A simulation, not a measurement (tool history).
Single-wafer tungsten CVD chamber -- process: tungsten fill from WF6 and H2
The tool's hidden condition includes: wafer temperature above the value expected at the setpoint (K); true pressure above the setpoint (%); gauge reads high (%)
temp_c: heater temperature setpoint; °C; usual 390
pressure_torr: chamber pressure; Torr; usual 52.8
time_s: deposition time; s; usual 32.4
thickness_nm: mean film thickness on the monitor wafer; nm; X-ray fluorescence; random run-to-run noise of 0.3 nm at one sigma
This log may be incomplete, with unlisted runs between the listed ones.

run	hour	temp_c	pressure_torr	time_s	wafers since the last listed run	hours since the last thermocouple change	hours since the last manometer calibration	hours since the showerhead was replaced	hours since the gauge calibration	read-back reference wafer on the same gauge, thickness_nm	thickness_nm
1	0.0	390	52.8	32.4	0	1412.5	826.3	6162.7	181.1	113.195	97.108
2	60.0	390	52.8	32.4	846	1472.5	886.3	6222.7	241.1	113.336	97.492
3	85.7	390	52.8	32.4	362	1498.2	912.0	6248.4	266.8	113.708	97.429
4	152.8	382	52.8	30.4	946	1565.3	979.1	6315.5	333.9	114.087	79.262
# hour 194.0: thermocouple changed; heater temperature recalibrated
5	194.5	382	52.8	30.4	475	0.5	1020.8	6357.2	375.6	114.163	80.067
6	212.5	390	52.8	32.4	253	18.5	1038.8	6375.2	393.6	114.253	98.250
7	261.0	390	52.8	32.4	684	67.0	1087.3	6423.7	442.1	114.491	98.375
# hour 302.8: capacitance manometer re-zeroed and calibrated
# hour 308.7: showerhead replaced
8	309.2	395	46.8	29.7	483	115.2	6.4	0.5	490.3	114.783	93.726
9	360.6	383	52.8	37.3	725	166.6	57.8	51.9	541.7	115.200	100.266

Run 10 comes next. What will it give?
# hour 370.1: gauge calibrated
10	399.9	395	52.8	32.4	554	205.9	97.1	91.2	29.8	?	?

Run 10 gave read-back reference wafer on the same gauge, thickness_nm 113.162, thickness_nm 106.530 nm.
On a tool with no hidden condition, and with the same random variation, this run would have come out at thickness_nm 106.355 nm.
